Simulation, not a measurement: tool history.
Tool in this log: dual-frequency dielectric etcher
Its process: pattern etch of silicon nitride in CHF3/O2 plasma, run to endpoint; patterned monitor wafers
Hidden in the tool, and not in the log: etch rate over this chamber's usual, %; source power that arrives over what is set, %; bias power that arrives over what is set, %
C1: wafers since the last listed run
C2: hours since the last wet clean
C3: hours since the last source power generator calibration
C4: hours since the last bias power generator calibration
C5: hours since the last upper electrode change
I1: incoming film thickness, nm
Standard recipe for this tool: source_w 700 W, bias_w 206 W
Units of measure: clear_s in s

{"run": 1, "day": 0.0, "source_w": 700, "bias_w": 206, "C1": 0, "C2": 367.6, "C3": 4063.4, "C4": 4747.0, "C5": 2984.0, "I1": 61.2, "clear_s": 35.5}
{"run": 2, "day": 1.333, "source_w": 700, "bias_w": 206, "C1": 313, "C2": 399.6, "C3": 4095.4, "C4": 4779.0, "C5": 3016.0, "I1": 61.7, "clear_s": 35.8}
{"day": 6.858, "done": "wet clean of the chamber"}
{"run": 3, "day": 9.454, "source_w": 740, "bias_w": 231, "C1": 1672, "C2": 62.3, "C3": 4290.3, "C4": 4973.9, "C5": 3210.9, "I1": 61.6, "clear_s": 32.6}
{"run": 4, "day": 10.662, "source_w": 740, "bias_w": 231, "C1": 283, "C2": 91.3, "C3": 4319.3, "C4": 5002.9, "C5": 3239.9, "I1": 61.7, "clear_s": 33.3}
{"run": 5, "day": 12.412, "source_w": 700, "bias_w": 206, "C1": 411, "C2": 133.3, "C3": 4361.3, "C4": 5044.9, "C5": 3281.9, "I1": 61.8, "clear_s": 35.2}
{"run": 6, "day": 13.438, "source_w": 700, "bias_w": 206, "C1": 240, "C2": 157.9, "C3": 4385.9, "C4": 5069.5, "C5": 3306.5, "I1": 61.9, "clear_s": 35.1}
{"run": 7, "day": 16.25, "source_w": 700, "bias_w": 206, "C1": 660, "C2": 225.4, "C3": 4453.4, "C4": 5137.0, "C5": 3374.0, "I1": 62.2, "clear_s": 35.5}
{"run": 8, "day": 19.108, "source_w": 700, "bias_w": 236, "C1": 671, "C2": 294.0, "C3": 4522.0, "C4": 5205.6, "C5": 3442.6, "I1": 62.4, "clear_s": 34.4}
{"run": 9, "day": 21.092, "source_w": 700, "bias_w": 206, "C1": 465, "C2": 341.6, "C3": 4569.6, "C4": 5253.2, "C5": 3490.2, "I1": 61.0, "clear_s": 35.4}
{"run": 10, "day": 23.575, "source_w": 700, "bias_w": 206, "C1": 583, "C2": 401.2, "C3": 4629.2, "C4": 5312.8, "C5": 3549.8, "I1": 61.8, "clear_s": 35.6}
{"run": 11, "day": 25.312, "source_w": 700, "bias_w": 206, "C1": 408, "C2": 442.9, "C3": 4670.9, "C4": 5354.5, "C5": 3591.5, "I1": 61.3, "clear_s": 35.6}
{"run": 12, "day": 26.762, "source_w": 660, "bias_w": 218, "C1": 340, "C2": 477.7, "C3": 4705.7, "C4": 5389.3, "C5": 3626.3, "I1": 61.7, "clear_s": 35.7}
{"day": 28.592, "done": "bias power generator calibrated"}
{"run": 13, "day": 28.912, "source_w": 660, "bias_w": 218, "C1": 465, "C2": 529.3, "C3": 4757.3, "C4": 7.7, "C5": 3677.9, "I1": 61.1, "clear_s": 36.0}
{"day": 30.696, "done": "wet clean of the chamber"}
{"run": 14, "day": 30.771, "source_w": 700, "bias_w": 206, "C1": 201, "C2": 1.8, "C3": 4801.9, "C4": 52.3, "C5": 3722.5, "I1": 61.4, "clear_s": 34.4}
{"day": 32.208, "done": "source power generator calibrated"}
{"run": 15, "day": 32.488, "source_w": 700, "bias_w": 255, "C1": 364, "C2": 43.0, "C3": 6.7, "C4": 93.5, "C5": 3763.7, "I1": 61.9, "clear_s": 32.1}
{"day": 35.192, "done": "upper electrode replaced"}
{"run": 16, "day": 35.383, "source_w": 700, "bias_w": 206, "C1": 445, "C2": 112.5, "C3": 76.2, "C4": 163.0, "C5": 4.6, "I1": 62.0, "clear_s": 35.3}
{"run": 17, "day": 37.542, "source_w": 790, "bias_w": 252, "C1": 506, "C2": 164.3, "C3": 128.0, "C4": 214.8, "C5": 56.4, "I1": 61.5, "clear_s": 31.4}
{"run": 18, "day": 38.679, "source_w": 820, "bias_w": 246, "C1": 267, "C2": 191.6, "C3": 155.3, "C4": 242.1, "C5": 83.7, "I1": 61.7, "clear_s": 31.8}
{"run": 19, "day": 41.558, "source_w": 870, "bias_w": 230, "C1": 676, "C2": 260.7, "C3": 224.4, "C4": 311.2, "C5": 152.8, "I1": 60.4, "clear_s": 31.8}
{"run": 20, "day": 43.546, "source_w": 700, "bias_w": 206, "C1": 466, "C2": 308.4, "C3": 272.1, "C4": 358.9, "C5": 200.5, "I1": 61.7, "clear_s": 35.6}
{"run": 21, "day": 44.579, "source_w": 700, "bias_w": 206, "C1": 242, "C2": 333.2, "C3": 296.9, "C4": 383.7, "C5": 225.3, "I1": 61.0, "clear_s": 35.4}
{"run": 22, "day": 47.558, "source_w": 860, "bias_w": 181, "C1": 699, "C2": 404.7, "C3": 368.4, "C4": 455.2, "C5": 296.8, "I1": 61.6, "clear_s": 36.3}
{"day": 49.688, "done": "wet clean of the chamber"}
{"run": 23, "day": 50.162, "source_w": 820, "bias_w": 206, "C1": 376, "C2": 11.4, "C3": 430.9, "C4": 517.7, "C5": 359.3, "I1": 61.6, "clear_s": 33.4}
{"run": 24, "day": 51.912, "source_w": 550, "bias_w": 174, "C1": 411, "C2": 53.4, "C3": 472.9, "C4": 559.7, "C5": 401.3, "I1": 61.1, "clear_s": 38.6}
{"run": 25, "day": 54.496, "source_w": 570, "bias_w": 184, "C1": 606, "C2": 115.4, "C3": 534.9, "C4": 621.7, "C5": 463.3, "I1": 61.1, "clear_s": 37.9}
{"run": 26, "day": 55.638, "source_w": 860, "bias_w": 223, "C1": 268, "C2": 142.8, "C3": 562.3, "C4": 649.1, "C5": 490.7, "I1": 61.2, "clear_s": 32.4}
{"run": 27, "day": 57.546, "source_w": 830, "bias_w": 206, "C1": 448, "C2": 188.6, "C3": 608.1, "C4": 694.9, "C5": 536.5, "I1": 61.5, "clear_s": 33.6}
{"run": 28, "day": 58.983, "source_w": 700, "bias_w": 239, "C1": 337, "C2": 223.1, "C3": 642.6, "C4": 729.4, "C5": 571.0, "I1": 61.4, "clear_s": 32.9}
{"run": 29, "day": 60.129, "source_w": 870, "bias_w": 253, "C1": 269, "C2": 250.6, "C3": 670.1, "C4": 756.9, "C5": 598.5, "I1": 61.2, "clear_s": 30.8}
{"run": 30, "day": 61.75, "source_w": 700, "bias_w": 248, "C1": 380, "C2": 289.5, "C3": 709.0, "C4": 795.8, "C5": 637.4, "I1": 61.8, "clear_s": 32.9}
{"run": 31, "day": 63.671, "source_w": 700, "bias_w": 206, "C1": 451, "C2": 335.6, "C3": 755.1, "C4": 841.9, "C5": 683.5, "I1": 61.6, "clear_s": 35.4}
{"run": 32, "day": 65.983, "source_w": 560, "bias_w": 162, "C1": 543, "C2": 391.1, "C3": 810.6, "C4": 897.4, "C5": 739.0, "I1": 61.9, "clear_s": 41.6}
{"day": 68.121, "done": "wet clean of the chamber"}
{"run": 33, "day": 68.142, "source_w": 700, "bias_w": 206, "C1": 272, "C2": 0.5, "C3": 862.4, "C4": 949.2, "C5": 790.8, "I1": 62.0, "clear_s": 34.0}
{"run": 34, "day": 69.742, "source_w": 700, "bias_w": 206, "C1": 375, "C2": 38.9, "C3": 900.8, "C4": 987.6, "C5": 829.2, "I1": 61.6, "clear_s": 34.4}

5 options for the next run, each taken on its own from the tool as it stands now. Forecast them:
{"run": "A", "day": 69.758, "source_w": 700, "bias_w": 250, "C1": 3, "C2": 39.3, "C3": 901.2, "C4": 988.0, "C5": 829.6, "I1": 61.3, "clear_s": "?"}
{"run": "B", "day": 69.758, "source_w": 640, "bias_w": 257, "C1": 3, "C2": 39.3, "C3": 901.2, "C4": 988.0, "C5": 829.6, "I1": 61.3, "clear_s": "?"}
{"run": "C", "day": 69.758, "source_w": 870, "bias_w": 176, "C1": 3, "C2": 39.3, "C3": 901.2, "C4": 988.0, "C5": 829.6, "I1": 61.3, "clear_s": "?"}
{"run": "D", "day": 69.758, "source_w": 560, "bias_w": 206, "C1": 3, "C2": 39.3, "C3": 901.2, "C4": 988.0, "C5": 829.6, "I1": 61.3, "clear_s": "?"}
{"run": "E", "day": 69.758, "source_w": 830, "bias_w": 232, "C1": 3, "C2": 39.3, "C3": 901.2, "C4": 988.0, "C5": 829.6, "I1": 61.3, "clear_s": "?"}

run=A clear_s=31.6
run=B clear_s=31.8
run=C clear_s=34.9
run=D clear_s=35.8
run=E clear_s=31.5
Had the tool no hidden state, the same runs would have come out as:
run=A clear_s=31.6
run=B clear_s=31.8
run=C clear_s=34.8
run=D clear_s=35.7
run=E clear_s=31.4
